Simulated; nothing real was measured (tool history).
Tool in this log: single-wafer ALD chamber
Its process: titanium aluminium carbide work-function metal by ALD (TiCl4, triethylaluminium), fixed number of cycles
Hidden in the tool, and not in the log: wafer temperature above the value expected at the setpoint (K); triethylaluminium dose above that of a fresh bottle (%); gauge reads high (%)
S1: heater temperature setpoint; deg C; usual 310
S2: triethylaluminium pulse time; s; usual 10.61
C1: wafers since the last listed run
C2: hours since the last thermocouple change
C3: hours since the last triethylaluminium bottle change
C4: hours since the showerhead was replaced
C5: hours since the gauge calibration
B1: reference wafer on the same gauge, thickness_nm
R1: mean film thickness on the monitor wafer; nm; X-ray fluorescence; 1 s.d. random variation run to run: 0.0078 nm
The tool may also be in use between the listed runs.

{"run": 1, "hour": 0.0, "S1": 310, "S2": 10.61, "C1": 0, "C2": 1244.6, "C3": 554.3, "C4": 6387.4, "C5": 86.8, "B1": 2.117, "R1": 2.089}
{"run": 2, "hour": 14.0, "S1": 310, "S2": 8.36, "C1": 228, "C2": 1258.6, "C3": 568.3, "C4": 6401.4, "C5": 100.8, "B1": 2.118, "R1": 2.001}
{"run": 3, "hour": 21.0, "S1": 310, "S2": 8.36, "C1": 114, "C2": 1265.6, "C3": 575.3, "C4": 6408.4, "C5": 107.8, "B1": 2.116, "R1": 2.005}
{"run": 4, "hour": 31.2, "S1": 322, "S2": 9.56, "C1": 166, "C2": 1275.8, "C3": 585.5, "C4": 6418.6, "C5": 118, "B1": 2.118, "R1": 2.171}
{"run": 5, "hour": 44.7, "S1": 310, "S2": 10.61, "C1": 220, "C2": 1289.3, "C3": 599, "C4": 6432.1, "C5": 131.5, "B1": 2.12, "R1": 2.098}
{"hour": 44.7, "done": "gauge calibrated"}
{"run": 6, "hour": 54.8, "S1": 310, "S2": 10.61, "C1": 165, "C2": 1299.4, "C3": 609.1, "C4": 6442.2, "C5": 10.1, "B1": 2.119, "R1": 2.077}
{"run": 7, "hour": 64.8, "S1": 310, "S2": 10.61, "C1": 163, "C2": 1309.4, "C3": 619.1, "C4": 6452.2, "C5": 20.1, "B1": 2.12, "R1": 2.078}
{"run": 8, "hour": 82.4, "S1": 310, "S2": 10.61, "C1": 287, "C2": 1327, "C3": 636.7, "C4": 6469.8, "C5": 37.7, "B1": 2.121, "R1": 2.073}
{"run": 9, "hour": 93.5, "S1": 310, "S2": 10.61, "C1": 181, "C2": 1338.1, "C3": 647.8, "C4": 6480.9, "C5": 48.8, "B1": 2.119, "R1": 2.068}
{"run": 10, "hour": 101.1, "S1": 310, "S2": 10.61, "C1": 124, "C2": 1345.7, "C3": 655.4, "C4": 6488.5, "C5": 56.4, "B1": 2.119, "R1": 2.066}
{"run": 11, "hour": 108.1, "S1": 310, "S2": 14, "C1": 114, "C2": 1352.7, "C3": 662.4, "C4": 6495.5, "C5": 63.4, "B1": 2.12, "R1": 2.151}
{"hour": 116.3, "done": "thermocouple changed; heater temperature recalibrated"}
{"run": 12, "hour": 126.1, "S1": 310, "S2": 10.61, "C1": 163, "C2": 9.8, "C3": 680.4, "C4": 6513.5, "C5": 81.4, "B1": 2.121, "R1": 2.042}
{"run": 13, "hour": 137.7, "S1": 299, "S2": 13.02, "C1": 189, "C2": 21.4, "C3": 692, "C4": 6525.1, "C5": 93, "B1": 2.123, "R1": 2.007}
{"hour": 153.7, "done": "showerhead replaced"}
{"run": 14, "hour": 154.2, "S1": 310, "S2": 10.61, "C1": 138, "C2": 37.9, "C3": 708.5, "C4": 0.5, "C5": 109.5, "B1": 2.12, "R1": 2.028}
{"hour": 176.4, "done": "triethylaluminium bottle replaced"}
{"run": 15, "hour": 176.9, "S1": 298, "S2": 6.93, "C1": 240, "C2": 60.6, "C3": 0.5, "C4": 23.2, "C5": 132.2, "B1": 2.121, "R1": 1.934}
{"run": 16, "hour": 177.2, "S1": 314, "S2": 11.75, "C1": 4, "C2": 60.9, "C3": 0.8, "C4": 23.5, "C5": 132.5, "B1": 2.12, "R1": 2.229}
{"run": 17, "hour": 191.1, "S1": 304, "S2": 7.16, "C1": 227, "C2": 74.8, "C3": 14.7, "C4": 37.4, "C5": 146.4, "B1": 2.12, "R1": 1.999}
{"hour": 191.4, "done": "gauge calibrated"}
{"run": 18, "hour": 199.0, "S1": 310, "S2": 8.36, "C1": 129, "C2": 82.7, "C3": 22.6, "C4": 45.3, "C5": 7.6, "B1": 2.122, "R1": 2.112}
{"run": 19, "hour": 209.1, "S1": 310, "S2": 8.56, "C1": 165, "C2": 92.8, "C3": 32.7, "C4": 55.4, "C5": 17.7, "B1": 2.12, "R1": 2.122}
{"run": 20, "hour": 222.0, "S1": 318, "S2": 14.74, "C1": 210, "C2": 105.7, "C3": 45.6, "C4": 68.3, "C5": 30.6, "B1": 2.122, "R1": 2.289}
{"run": 21, "hour": 233.5, "S1": 324, "S2": 6.72, "C1": 187, "C2": 117.2, "C3": 57.1, "C4": 79.8, "C5": 42.1, "B1": 2.119, "R1": 2.179}
{"run": 22, "hour": 241.0, "S1": 310, "S2": 13.98, "C1": 122, "C2": 124.7, "C3": 64.6, "C4": 87.3, "C5": 49.6, "B1": 2.121, "R1": 2.214}
{"run": 23, "hour": 253.6, "S1": 310, "S2": 10.61, "C1": 205, "C2": 137.3, "C3": 77.2, "C4": 99.9, "C5": 62.2, "B1": 2.119, "R1": 2.172}

State the hidden condition of the tool at each of the runs:
wafer temperature above the value expected at the setpoint (K): 0, the same for each run
gauge reads high (%): 0, the same for each run
H1: triethylaluminium dose above that of a fresh bottle (%)
run=1 H1=-26.7
run=2 H1=-27.8
run=3 H1=-28.4
run=4 H1=-29.2
run=5 H1=-30.4
run=6 H1=-31.2
run=7 H1=-32.1
run=8 H1=-33.7
run=9 H1=-34.7
run=10 H1=-35.4
run=11 H1=-36
run=12 H1=-37.7
run=13 H1=-38.9
run=14 H1=-40.5
run=15 H1=-2.36
run=16 H1=-2.36
run=17 H1=-2.38
run=18 H1=-2.4
run=19 H1=-2.44
run=20 H1=-2.51
run=21 H1=-2.59
run=22 H1=-2.66
run=23 H1=-2.78
